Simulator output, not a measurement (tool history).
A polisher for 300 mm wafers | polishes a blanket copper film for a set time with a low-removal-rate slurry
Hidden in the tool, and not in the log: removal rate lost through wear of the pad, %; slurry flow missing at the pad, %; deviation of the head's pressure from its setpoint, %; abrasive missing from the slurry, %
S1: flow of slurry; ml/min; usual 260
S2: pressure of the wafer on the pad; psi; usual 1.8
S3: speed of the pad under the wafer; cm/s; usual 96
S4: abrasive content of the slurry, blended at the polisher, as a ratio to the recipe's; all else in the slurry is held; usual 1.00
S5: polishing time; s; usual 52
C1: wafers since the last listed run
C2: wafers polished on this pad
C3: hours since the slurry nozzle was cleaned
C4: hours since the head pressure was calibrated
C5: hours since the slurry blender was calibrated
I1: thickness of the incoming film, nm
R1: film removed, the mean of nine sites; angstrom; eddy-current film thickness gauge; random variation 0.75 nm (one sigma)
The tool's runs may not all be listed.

run	day	S1	S2	S3	S4	S5	C1	C2	C3	C4	C5	I1	R1
1	0.000	260	1.8	96	1.00	52	0	634	73.1	422.3	142.3	932.3	891
2	0.338	260	1.8	96	1.00	52	61	696	81.2	430.4	150.4	931.4	897
3	1.012	260	1.8	96	1.00	52	122	818	97.4	446.6	166.6	926.5	907
# day 1.450: slurry blender recalibrated
4	1.621	260	1.8	96	1.00	52	95	914	112.0	461.2	4.1	923.1	906
5	2.075	260	1.8	96	1.00	52	82	997	122.9	472.1	15.0	926.8	899
# day 2.479: worn pad replaced by a new one
6	2.779	260	1.8	96	1.25	63	97	54	139.8	489.0	31.9	920.1	1152
7	3.346	260	1.8	96	1.00	52	103	157	153.4	502.6	45.5	914.7	898
8	3.825	260	1.7	96	1.00	52	87	244	164.9	514.1	57.0	922.8	873
9	4.208	260	1.7	96	1.00	52	69	314	174.1	523.3	66.2	919.5	856
10	4.575	260	1.9	96	1.00	52	66	381	182.9	532.1	75.0	937.5	950
11	5.312	260	1.9	96	1.00	52	134	515	200.6	549.8	92.7	947.3	951
12	5.804	260	1.8	96	1.00	52	89	605	212.4	561.6	104.5	932.5	897
# day 6.133: head pressure recalibrated
13	6.154	260	1.8	96	1.00	52	48	653	220.8	0.5	112.9	935.6	903
14	6.488	260	1.8	96	1.00	52	60	714	228.8	8.5	120.9	933.4	907
15	7.150	210	2.2	106	1.20	52	120	835	244.7	24.4	136.8	934.4	1197
# day 7.275: slurry nozzle cleaned
16	7.829	260	1.8	96	1.00	38	116	951	13.3	40.7	153.1	929.4	658
17	8.233	260	1.8	96	1.00	52	73	1024	23.0	50.4	162.8	942.4	909
# day 8.612: slurry blender recalibrated
# day 8.621: worn pad replaced by a new one
18	8.975	260	1.8	72	1.00	45	118	64	40.8	68.2	8.7	909.8	585
19	9.438	260	1.8	96	1.00	52	84	148	51.9	79.3	19.8	945.7	882
20	11.192	260	1.8	96	1.00	52	319	468	94.0	121.4	61.9	924.3	906
21	11.725	230	2.4	96	1.00	52	97	565	106.8	134.2	74.7	932.7	1145
22	12.046	260	1.8	96	0.90	52	58	623	114.5	141.9	82.4	945.2	871
23	12.488	260	1.8	96	1.00	52	80	704	125.1	152.5	93.0	933.2	907
24	13.229	235	1.4	120	1.00	40	135	839	142.9	170.3	110.8	944.0	690
25	13.871	225	1.4	78	1.15	52	116	955	158.3	185.7	126.2	920.8	595
# day 14.412: worn pad replaced by a new one
26	14.433	260	1.5	96	1.00	52	72	3	171.8	199.2	139.7	924.5	775
27	15.012	260	1.8	96	1.25	52	105	108	185.7	213.1	153.6	943.0	940
28	15.638	260	1.8	96	1.00	52	113	222	200.7	228.1	168.6	939.6	918

Forecast run 29:
29	16.350	260	1.8	96	1.30	64	129	352	217.8	245.2	185.7	924.4	?

{"run 29": {"R1": 1177}}
Without the tool's hidden state the same run would have given R1 1177 angstrom.
